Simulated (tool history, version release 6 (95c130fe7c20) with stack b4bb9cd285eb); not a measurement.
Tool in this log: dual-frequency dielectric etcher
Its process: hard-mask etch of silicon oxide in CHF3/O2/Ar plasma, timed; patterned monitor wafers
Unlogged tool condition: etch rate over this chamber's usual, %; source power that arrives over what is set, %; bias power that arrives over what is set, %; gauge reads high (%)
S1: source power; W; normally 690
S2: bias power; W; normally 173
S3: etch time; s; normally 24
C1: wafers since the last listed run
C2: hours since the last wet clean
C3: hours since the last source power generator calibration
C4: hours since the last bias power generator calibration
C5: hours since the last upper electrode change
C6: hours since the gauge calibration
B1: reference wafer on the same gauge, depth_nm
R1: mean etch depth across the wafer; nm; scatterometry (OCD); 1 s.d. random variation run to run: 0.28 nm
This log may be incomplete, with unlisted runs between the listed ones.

Run 1, hour 0: usual settings; C1 0; C2 144.5; C3 5050.8; C4 4421.7; C5 4916.7; C6 143.8; B1 48.04. Result: R1 49.43 nm.
Run 2, hour 28.9: usual settings; C1 371; C2 173.4; C3 5079.7; C4 4450.6; C5 4945.6; C6 172.7; B1 48.04. Result: R1 50.08 nm.
Run 3, hour 51: usual settings; C1 284; C2 195.5; C3 5101.8; C4 4472.7; C5 4967.7; C6 194.8; B1 47.92. Result: R1 49.76 nm.
Run 4, hour 85.1: usual settings; C1 438; C2 229.6; C3 5135.9; C4 4506.8; C5 5001.8; C6 228.9; B1 48.09. Result: R1 48.86 nm.
Run 5, hour 112: usual settings; C1 345; C2 256.5; C3 5162.8; C4 4533.7; C5 5028.7; C6 255.8; B1 48.01. Result: R1 48.44 nm.
Run 6, hour 131.5: usual settings; C1 250; C2 276; C3 5182.3; C4 4553.2; C5 5048.2; C6 275.3; B1 48.02. Result: R1 49.03 nm.
Run 7, hour 146.1: usual settings but S3 27.5 s; C1 187; C2 290.6; C3 5196.9; C4 4567.8; C5 5062.8; C6 289.9; B1 47.91. Result: R1 55.78 nm.
Run 8, hour 162.6: usual settings but S3 27.5 s; C1 212; C2 307.1; C3 5213.4; C4 4584.3; C5 5079.3; C6 306.4; B1 48. Result: R1 55.82 nm.
Run 9, hour 180.4: usual settings but S3 27.5 s; C1 228; C2 324.9; C3 5231.2; C4 4602.1; C5 5097.1; C6 324.2; B1 47.93. Result: R1 55.53 nm.
Run 10, hour 208: usual settings but S2 203 W, S3 27.5 s; C1 354; C2 352.5; C3 5258.8; C4 4629.7; C5 5124.7; C6 351.8; B1 47.99. Result: R1 59.4 nm.
At hour 233.9: gauge calibrated.
At hour 235.3: source power generator calibrated.
At hour 237.2: wet clean of the chamber.
Run 11, hour 237.7: usual settings but S1 800 W, S2 159 W, S3 21.5 s; C1 305; C2 0.5; C3 2.4; C4 4659.4; C5 5154.4; C6 3.8; B1 48.03. Result: R1 45.78 nm.
Run 12, hour 251.2: usual settings but S1 830 W, S3 30.5 s; C1 173; C2 14; C3 15.9; C4 4672.9; C5 5167.9; C6 17.3; B1 47.97. Result: R1 67.43 nm.
At hour 263.4: bias power generator calibrated.
At hour 280.3: upper electrode replaced.
Run 13, hour 284.9: usual settings; C1 164; C2 47.7; C3 49.6; C4 21.5; C5 4.6; C6 51; B1 47.97. Result: R1 49.92 nm.
Run 14, hour 308.2: usual settings; C1 299; C2 71; C3 72.9; C4 44.8; C5 27.9; C6 74.3; B1 47.97. Result: R1 49.94 nm.
Run 15, hour 328.1: usual settings but S1 800 W, S2 159 W, S3 21.5 s; C1 255; C2 90.9; C3 92.8; C4 64.7; C5 47.8; C6 94.2; B1 47.94. Result: R1 45.31 nm.
Run 16, hour 352.4: usual settings; C1 312; C2 115.2; C3 117.1; C4 89; C5 72.1; C6 118.5; B1 47.98. Result: R1 49.82 nm.
Run 17, hour 366.4: usual settings but S3 19 s; C1 179; C2 129.2; C3 131.1; C4 103; C5 86.1; C6 132.5; B1 47.98. Result: R1 38.92 nm.
Run 18, hour 383: usual settings but S1 640 W, S3 28 s; C1 213; C2 145.8; C3 147.7; C4 119.6; C5 102.7; C6 149.1; B1 47.95. Result: R1 56.51 nm.
Run 19, hour 404.5: usual settings but S1 570 W, S2 137 W, S3 27.5 s; C1 276; C2 167.3; C3 169.2; C4 141.1; C5 124.2; C6 170.6; B1 47.93. Result: R1 47.4 nm.

3 ways to go on from here, each from the tool as it stands after run 19. What would each give?
Run A, hour 404.9: usual settings but S2 212 W; C1 5; C2 167.7; C3 169.6; C4 141.5; C5 124.6; C6 171; B1 ?. Result: R1 ?.
Run B, hour 404.9: usual settings but S1 540 W, S2 202 W, S3 20 s; C1 5; C2 167.7; C3 169.6; C4 141.5; C5 124.6; C6 171; B1 ?. Result: R1 ?.
Run C, hour 404.9: usual settings but S1 820 W, S2 151 W, S3 20 s; C1 5; C2 167.7; C3 169.6; C4 141.5; C5 124.6; C6 171; B1 ?. Result: R1 ?.

run     B1     R1
  A  48.07  53.84
  B  48.07  40.61
  C  48.07  41.08
What these runs would have given with no unlogged condition in the tool:
run     R1
  A  54.91
  B  41.41
  C   41.9
